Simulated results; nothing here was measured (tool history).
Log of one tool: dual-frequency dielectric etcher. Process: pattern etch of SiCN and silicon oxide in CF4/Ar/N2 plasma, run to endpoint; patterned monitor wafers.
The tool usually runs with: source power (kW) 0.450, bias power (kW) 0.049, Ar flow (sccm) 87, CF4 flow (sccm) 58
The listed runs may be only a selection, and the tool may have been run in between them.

run	hour	source power (kW)	bias power (kW)	Ar flow (sccm)	CF4 flow (sccm)	incoming incoming film thickness, nm	endpoint time (s)
1	0.0	0.450	0.049	100	58	9.96	13.4
# hour 75.6: wet clean of the chamber
2	76.1	0.450	0.049	100	58	10.07	14.4
3	114.8	0.450	0.049	87	58	10.01	13.7
4	153.0	0.450	0.049	87	65	9.91	13.3
# hour 199.2: Ar flow controller replaced
5	208.2	0.450	0.049	87	58	9.97	13.6
6	288.0	0.550	0.049	87	58	10.07	11.6
7	380.9	0.450	0.049	87	58	9.85	13.2
8	487.4	0.450	0.039	87	58	10.04	14.6
9	549.6	0.450	0.049	87	58	10.04	13.3
# hour 602.8: wet clean of the chamber
10	603.3	0.410	0.041	97	68	9.97	15.4
11	659.1	0.450	0.049	94	58	10.06	13.8
# hour 676.2: bias power generator calibrated
12	734.1	0.450	0.049	87	58	10.10	13.5
# hour 776.3: CF4 flow controller replaced
13	816.5	0.450	0.049	87	58	9.93	13.2
# hour 869.4: upper electrode replaced
14	869.9	0.450	0.049	87	63	10.05	13.1
15	904.0	0.450	0.058	81	70	9.90	11.8
16	960.7	0.450	0.049	81	68	9.99	12.7
17	1037.0	0.450	0.037	87	64	9.97	14.2
# hour 1069.8: source power generator calibrated
# hour 1117.0: wet clean of the chamber
18	1357.8	0.420	0.037	87	58	10.02	15.6
19	1457.4	0.380	0.061	87	58	9.91	13.6
20	1512.3	0.450	0.044	99	49	9.93	14.6
21	1609.5	0.450	0.049	87	58	9.93	12.9
# hour 1633.7: wet clean of the chamber
22	1673.5	0.510	0.039	87	49	10.06	14.1
23	1751.8	0.450	0.045	67	58	10.08	13.4

Same runs, no hidden state in the tool, same run-to-run variation:
Unlogged tool condition in this case: etch rate over this chamber's usual, %; source power that arrives over what is set, %; bias power that arrives over what is set, %; Ar flow that arrives over what is set, %; CF4 flow that arrives over what is set, %.
run	endpoint time (s)
1	14.1
2	14.3
3	13.7
4	13.3
5	13.7
6	11.7
7	13.5
8	15.1
9	13.8
10	15.4
11	13.9
12	13.7
13	13.5
14	13.5
15	12.1
16	13.2
17	14.8
18	16.0
19	14.1
20	15.1
21	13.5
22	14.2
23	13.5
